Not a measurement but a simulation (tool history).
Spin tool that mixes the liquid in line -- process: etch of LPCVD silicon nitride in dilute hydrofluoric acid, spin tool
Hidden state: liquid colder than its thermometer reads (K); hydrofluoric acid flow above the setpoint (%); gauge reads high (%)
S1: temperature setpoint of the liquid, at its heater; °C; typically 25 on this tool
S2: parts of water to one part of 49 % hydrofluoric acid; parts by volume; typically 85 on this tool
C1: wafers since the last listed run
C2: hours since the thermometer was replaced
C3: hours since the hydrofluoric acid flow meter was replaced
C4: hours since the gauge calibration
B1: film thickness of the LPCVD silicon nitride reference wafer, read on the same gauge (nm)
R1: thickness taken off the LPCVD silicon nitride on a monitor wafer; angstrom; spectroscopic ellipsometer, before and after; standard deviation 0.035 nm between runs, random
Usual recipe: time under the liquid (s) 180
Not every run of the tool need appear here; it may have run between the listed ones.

{"run": 1, "hour": 0.0, "S1": 25, "S2": 85, "time under the liquid (s)": 180, "C1": 0, "C2": 26.8, "C3": 871.2, "C4": 1405.7, "B1": 150.003, "R1": 10.53}
{"run": 2, "hour": 63.4, "S1": 25, "S2": 85, "time under the liquid (s)": 180, "C1": 277, "C2": 90.2, "C3": 934.6, "C4": 1469.1, "B1": 150.013, "R1": 9.71}
{"run": 3, "hour": 97.2, "S1": 25, "S2": 85, "time under the liquid (s)": 180, "C1": 148, "C2": 124, "C3": 968.4, "C4": 1502.9, "B1": 150.003, "R1": 9.94}
{"hour": 109.6, "done": "hydrofluoric acid flow meter replaced"}
{"run": 4, "hour": 133.9, "S1": 25, "S2": 85, "time under the liquid (s)": 180, "C1": 156, "C2": 160.7, "C3": 24.3, "C4": 1539.6, "B1": 150.006, "R1": 10.35}
{"run": 5, "hour": 287.6, "S1": 25, "S2": 85, "time under the liquid (s)": 180, "C1": 673, "C2": 314.4, "C3": 178, "C4": 1693.3, "B1": 150.014, "R1": 9.33}
{"run": 6, "hour": 342.3, "S1": 25, "S2": 85, "time under the liquid (s)": 180, "C1": 239, "C2": 369.1, "C3": 232.7, "C4": 1748, "B1": 150.002, "R1": 10.09}
{"run": 7, "hour": 408.7, "S1": 25, "S2": 85, "time under the liquid (s)": 180, "C1": 290, "C2": 435.5, "C3": 299.1, "C4": 1814.4, "B1": 150.013, "R1": 9.66}
{"run": 8, "hour": 466.8, "S1": 25, "S2": 85, "time under the liquid (s)": 180, "C1": 254, "C2": 493.6, "C3": 357.2, "C4": 1872.5, "B1": 149.997, "R1": 9.06}
{"run": 9, "hour": 664.5, "S1": 25, "S2": 85, "time under the liquid (s)": 125, "C1": 866, "C2": 691.3, "C3": 554.9, "C4": 2070.2, "B1": 149.988, "R1": 6.28}
{"run": 10, "hour": 733.1, "S1": 25, "S2": 85, "time under the liquid (s)": 265, "C1": 300, "C2": 759.9, "C3": 623.5, "C4": 2138.8, "B1": 149.999, "R1": 12.87}
{"run": 11, "hour": 764.7, "S1": 28.5, "S2": 85, "time under the liquid (s)": 180, "C1": 138, "C2": 791.5, "C3": 655.1, "C4": 2170.4, "B1": 149.991, "R1": 12.07}
{"run": 12, "hour": 797.2, "S1": 25, "S2": 85, "time under the liquid (s)": 180, "C1": 142, "C2": 824, "C3": 687.6, "C4": 2202.9, "B1": 150.004, "R1": 8.47}
{"hour": 848.0, "done": "thermometer replaced"}
{"run": 13, "hour": 851.3, "S1": 25, "S2": 85, "time under the liquid (s)": 180, "C1": 232, "C2": 3.3, "C3": 741.7, "C4": 2257, "B1": 150.001, "R1": 9.89}
{"run": 14, "hour": 881.3, "S1": 25, "S2": 85, "time under the liquid (s)": 180, "C1": 131, "C2": 33.3, "C3": 771.7, "C4": 2287, "B1": 150.012, "R1": 10.18}
{"run": 15, "hour": 908.4, "S1": 25, "S2": 70, "time under the liquid (s)": 250, "C1": 118, "C2": 60.4, "C3": 798.8, "C4": 2314.1, "B1": 150.012, "R1": 16.44}
{"hour": 956.9, "done": "hydrofluoric acid flow meter replaced"}
{"run": 16, "hour": 958.8, "S1": 26.5, "S2": 110, "time under the liquid (s)": 280, "C1": 216, "C2": 110.8, "C3": 1.9, "C4": 2364.5, "B1": 150.008, "R1": 13.28}
{"run": 17, "hour": 1007.2, "S1": 20.5, "S2": 100, "time under the liquid (s)": 180, "C1": 212, "C2": 159.2, "C3": 50.3, "C4": 2412.9, "B1": 150, "R1": 6.35}
{"hour": 1031.2, "done": "gauge calibrated"}
{"run": 18, "hour": 1051.0, "S1": 25, "S2": 85, "time under the liquid (s)": 180, "C1": 191, "C2": 203, "C3": 94.1, "C4": 19.8, "B1": 149.991, "R1": 9.48}
{"run": 19, "hour": 1102.6, "S1": 28, "S2": 70, "time under the liquid (s)": 180, "C1": 226, "C2": 254.6, "C3": 145.7, "C4": 71.4, "B1": 149.996, "R1": 14.31}
{"run": 20, "hour": 1142.9, "S1": 20.5, "S2": 95, "time under the liquid (s)": 285, "C1": 176, "C2": 294.9, "C3": 186, "C4": 111.7, "B1": 150.008, "R1": 10.3}
{"run": 21, "hour": 1204.4, "S1": 26.5, "S2": 55, "time under the liquid (s)": 75, "C1": 269, "C2": 356.4, "C3": 247.5, "C4": 173.2, "B1": 150.013, "R1": 6.62}
{"run": 22, "hour": 1247.5, "S1": 25, "S2": 105, "time under the liquid (s)": 180, "C1": 188, "C2": 399.5, "C3": 290.6, "C4": 216.3, "B1": 150.012, "R1": 7.74}
{"run": 23, "hour": 1309.6, "S1": 25, "S2": 85, "time under the liquid (s)": 265, "C1": 272, "C2": 461.6, "C3": 352.7, "C4": 278.4, "B1": 150.009, "R1": 13.85}
{"run": 24, "hour": 1339.6, "S1": 20.5, "S2": 65, "time under the liquid (s)": 95, "C1": 131, "C2": 491.6, "C3": 382.7, "C4": 308.4, "B1": 149.999, "R1": 4.68}
{"run": 25, "hour": 1374.8, "S1": 25, "S2": 85, "time under the liquid (s)": 180, "C1": 154, "C2": 526.8, "C3": 417.9, "C4": 343.6, "B1": 149.992, "R1": 9.29}
{"run": 26, "hour": 1417.6, "S1": 28.5, "S2": 100, "time under the liquid (s)": 180, "C1": 187, "C2": 569.6, "C3": 460.7, "C4": 386.4, "B1": 150.025, "R1": 9.33}
{"run": 27, "hour": 1474.8, "S1": 25, "S2": 85, "time under the liquid (s)": 180, "C1": 250, "C2": 626.8, "C3": 517.9, "C4": 443.6, "B1": 150.007, "R1": 9.31}
{"run": 28, "hour": 1537.7, "S1": 25, "S2": 85, "time under the liquid (s)": 180, "C1": 275, "C2": 689.7, "C3": 580.8, "C4": 506.5, "B1": 150.003, "R1": 8.7}
{"hour": 1553.7, "done": "thermometer replaced"}
{"run": 29, "hour": 1600.6, "S1": 28.5, "S2": 115, "time under the liquid (s)": 235, "C1": 271, "C2": 46.9, "C3": 643.7, "C4": 569.4, "B1": 149.993, "R1": 12.93}
{"run": 30, "hour": 1643.1, "S1": 25, "S2": 85, "time under the liquid (s)": 180, "C1": 186, "C2": 89.4, "C3": 686.2, "C4": 611.9, "B1": 149.982, "R1": 9.83}
{"run": 31, "hour": 1700.3, "S1": 26.5, "S2": 50, "time under the liquid (s)": 120, "C1": 250, "C2": 146.6, "C3": 743.4, "C4": 669.1, "B1": 149.998, "R1": 13.31}

Hidden state at the last listed run before each entry between runs and at the first one after, where it differs:
Runs 3 to 4: hydrofluoric acid flow meter replaced (hour 109.6)
  liquid colder than its thermometer reads (K): 0.441 -> 0.553
  the result without the hidden state subtracted from the measured one, R1: -0.29 -> -0.38 angstrom
Runs 12 to 13: thermometer replaced (hour 848)
  liquid colder than its thermometer reads (K): 2.56 -> 0.625
  the result without the hidden state subtracted from the measured one, R1: -1.58 -> -0.41 angstrom
Runs 15 to 16: hydrofluoric acid flow meter replaced (hour 956.9)
  liquid colder than its thermometer reads (K): 0.798 -> 0.95
  the result without the hidden state subtracted from the measured one, R1: -0.9 -> -0.84 angstrom
Runs 17 to 18: gauge calibrated (hour 1031.2)
  liquid colder than its thermometer reads (K): 1.1 -> 1.23
  the result without the hidden state subtracted from the measured one, R1: -0.5 -> -0.8 angstrom
Runs 28 to 29: thermometer replaced (hour 1553.7)
  liquid colder than its thermometer reads (K): 2.7 -> 0.309
  the result without the hidden state subtracted from the measured one, R1: -1.71 -> -0.25 angstrom
